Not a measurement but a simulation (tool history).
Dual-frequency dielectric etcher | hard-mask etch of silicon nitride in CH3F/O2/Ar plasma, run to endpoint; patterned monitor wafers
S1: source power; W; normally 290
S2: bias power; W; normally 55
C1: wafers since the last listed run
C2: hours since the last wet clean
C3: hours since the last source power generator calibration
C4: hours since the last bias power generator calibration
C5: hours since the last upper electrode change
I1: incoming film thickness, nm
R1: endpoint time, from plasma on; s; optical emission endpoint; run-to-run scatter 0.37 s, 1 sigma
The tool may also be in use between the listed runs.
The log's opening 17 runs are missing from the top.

| run | hour | S1 | S2 | C1 | C2 | C3 | C4 | C5 | I1 | R1 |
|---|---|---|---|---|---|---|---|---|---|---|
| 18 | 229.7 | 270 | 44 | 2 | 0.8 | 39.3 | 2800.9 | 50.5 | 29.44 | 60.1 |
| 19 | 269.4 | 230 | 59 | 384 | 40.5 | 79 | 2840.6 | 90.2 | 29.48 | 57.9 |
| 20 | 280.9 | 290 | 55 | 111 | 52 | 90.5 | 2852.1 | 101.7 | 29.13 | 50.8 |
| 21 | 291.1 | 290 | 55 | 98 | 62.2 | 100.7 | 2862.3 | 111.9 | 29.42 | 51.2 |
|  | 299.4 | bias power generator calibrated |
| 22 | 299.7 | 290 | 43 | 44 | 70.8 | 109.3 | 0.3 | 120.5 | 29.64 | 59.4 |
| 23 | 311.1 | 330 | 59 | 110 | 82.2 | 120.7 | 11.7 | 131.9 | 29.24 | 46.5 |
| 24 | 320.3 | 250 | 51 | 89 | 91.4 | 129.9 | 20.9 | 141.1 | 29.01 | 57.8 |
| 25 | 333.4 | 260 | 69 | 126 | 104.5 | 143 | 34 | 154.2 | 29.37 | 48.4 |
| 26 | 345.5 | 230 | 68 | 117 | 116.6 | 155.1 | 46.1 | 166.3 | 28.97 | 52.3 |
| 27 | 355.1 | 340 | 59 | 92 | 126.2 | 164.7 | 55.7 | 175.9 | 29.32 | 45.1 |
| 28 | 366.9 | 250 | 67 | 114 | 138 | 176.5 | 67.5 | 187.7 | 29.1 | 49.5 |
| 29 | 375 | 340 | 61 | 78 | 146.1 | 184.6 | 75.6 | 195.8 | 29.3 | 44.1 |
| 30 | 381.4 | 290 | 55 | 61 | 152.5 | 191 | 82 | 202.2 | 29.55 | 51.4 |
| 31 | 393.1 | 230 | 68 | 113 | 164.2 | 202.7 | 93.7 | 213.9 | 29.04 | 51 |
| 32 | 403.5 | 290 | 55 | 100 | 174.6 | 213.1 | 104.1 | 224.3 | 29.54 | 51 |

3 options for the next run, each taken on its own from the tool as it stands now. Forecast them:
| A | 403.9 | 250 | 55 | 3 | 175 | 213.5 | 104.5 | 224.7 | 29.3 | ? |
| B | 403.9 | 350 | 55 | 3 | 175 | 213.5 | 104.5 | 224.7 | 29.3 | ? |
| C | 403.9 | 290 | 61 | 3 | 175 | 213.5 | 104.5 | 224.7 | 29.3 | ? |

| run | R1 |
|---|---|
| A | 55 |
| B | 45.5 |
| C | 47.8 |
With the hidden condition removed and each run's random variation left untouched, the same runs would have given:
| run | R1 |
|---|---|
| A | 56 |
| B | 46.4 |
| C | 48.8 |
